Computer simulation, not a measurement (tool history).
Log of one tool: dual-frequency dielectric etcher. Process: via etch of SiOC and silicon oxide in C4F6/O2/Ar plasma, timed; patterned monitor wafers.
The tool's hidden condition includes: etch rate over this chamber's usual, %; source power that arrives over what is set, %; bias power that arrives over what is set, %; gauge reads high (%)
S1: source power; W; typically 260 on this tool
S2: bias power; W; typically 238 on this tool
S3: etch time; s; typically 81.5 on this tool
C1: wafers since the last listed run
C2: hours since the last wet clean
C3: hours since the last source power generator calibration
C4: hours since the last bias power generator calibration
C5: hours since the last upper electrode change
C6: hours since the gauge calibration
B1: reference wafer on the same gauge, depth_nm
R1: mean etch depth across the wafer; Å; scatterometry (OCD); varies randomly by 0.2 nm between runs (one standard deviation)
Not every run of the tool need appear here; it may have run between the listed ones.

run,day,S1,S2,S3,C1,C2,C3,C4,C5,C6,B1,R1
1,0,260,224,97,0,393,3051.3,1849.6,4402.3,1605.4,86.3,929
2,1.062,260,224,97,227,418.5,3076.8,1875.1,4427.8,1630.9,86.3,931
# day 2.008: source power generator calibrated
# day 3.517: gauge calibrated
# day 3.646: wet clean of the chamber
3,3.667,260,238,81.5,307,0.5,39.8,1937.6,4490.3,3.6,86.3,812
4,4.508,260,238,81.5,179,20.7,60,1957.8,4510.5,23.8,86.2,812
5,5.771,310,205,88.5,269,51,90.3,1988.1,4540.8,54.1,86.3,905
6,7.183,260,238,91,301,84.9,124.2,2022,4574.7,88,86.4,910
7,8.517,280,220,81.5,285,116.9,156.2,2054,4606.7,120,86.2,810
8,9.6,260,238,81.5,231,142.9,182.2,2080,4632.7,146,86.4,807
# day 10.779: upper electrode replaced
9,10.85,260,197,81.5,53,172.9,212.2,2110,1.7,176,86.3,748
10,11.504,210,210,81.5,139,188.6,227.9,2125.7,17.4,191.7,86.3,686
11,12.429,220,208,71.5,197,210.8,250.1,2147.9,39.6,213.9,86.2,617
12,13.283,260,238,91,182,231.3,270.6,2168.4,60.1,234.4,86.3,898
13,14.758,240,293,81.5,315,266.7,306,2203.8,95.5,269.8,86.2,844
# day 16.312: bias power generator calibrated
14,16.333,260,262,81.5,301,304.5,343.8,0.5,133.3,307.6,86.3,852
15,20.321,260,238,72.5,852,400.2,439.5,96.2,229,403.3,86.3,728
16,21.671,290,198,97,288,432.6,471.9,128.6,261.4,435.7,86.3,944
17,23.054,280,238,62.5,295,465.8,505.1,161.8,294.6,468.9,86.2,647
18,24.15,280,205,93,234,492.1,531.4,188.1,320.9,495.2,86.3,902
19,27.571,260,238,63.5,731,574.2,613.5,270.2,403,577.3,86.3,630
# day 28.917: wet clean of the chamber
20,28.938,310,238,81.5,78,0.5,646.3,303,435.8,610.1,86.3,907
21,32.317,310,264,91.5,722,81.6,727.4,384.1,516.9,691.2,86.3,1055
22,35.808,280,293,65,746,165.4,811.2,467.9,600.7,775,86.4,744
23,36.396,260,192,89,125,179.5,825.3,482,614.8,789.1,86.3,824
24,37.492,260,282,81.5,234,205.8,851.6,508.3,641.1,815.4,86.2,884
25,38.717,260,238,81.5,261,235.2,881,537.7,670.5,844.8,86.3,824
26,39.975,310,266,102,268,265.4,911.2,567.9,700.7,875,86.3,1174
27,40.888,260,238,81.5,195,287.3,933.1,589.8,722.6,896.9,86.3,820
28,42.008,260,238,81.5,239,314.2,960,616.7,749.5,923.8,86.3,817
29,42.925,260,224,97,195,336.2,982,638.7,771.5,945.8,86.3,942

5 options for the next run, each taken on its own from the tool as it stands now. Forecast them:
A,42.942,230,238,81.5,3,336.6,982.4,639.1,771.9,946.2,?,?
B,42.942,300,238,81.5,3,336.6,982.4,639.1,771.9,946.2,?,?
C,42.942,240,275,81.5,3,336.6,982.4,639.1,771.9,946.2,?,?
D,42.942,320,205,93.5,3,336.6,982.4,639.1,771.9,946.2,?,?
E,42.942,280,285,71.5,3,336.6,982.4,639.1,771.9,946.2,?,?

run,B1,R1
A,86.3,773
B,86.3,880
C,86.3,839
D,86.3,979
E,86.3,806
What these runs would have given with no unlogged condition in the tool:
run,R1
A,787
B,897
C,856
D,997
E,821
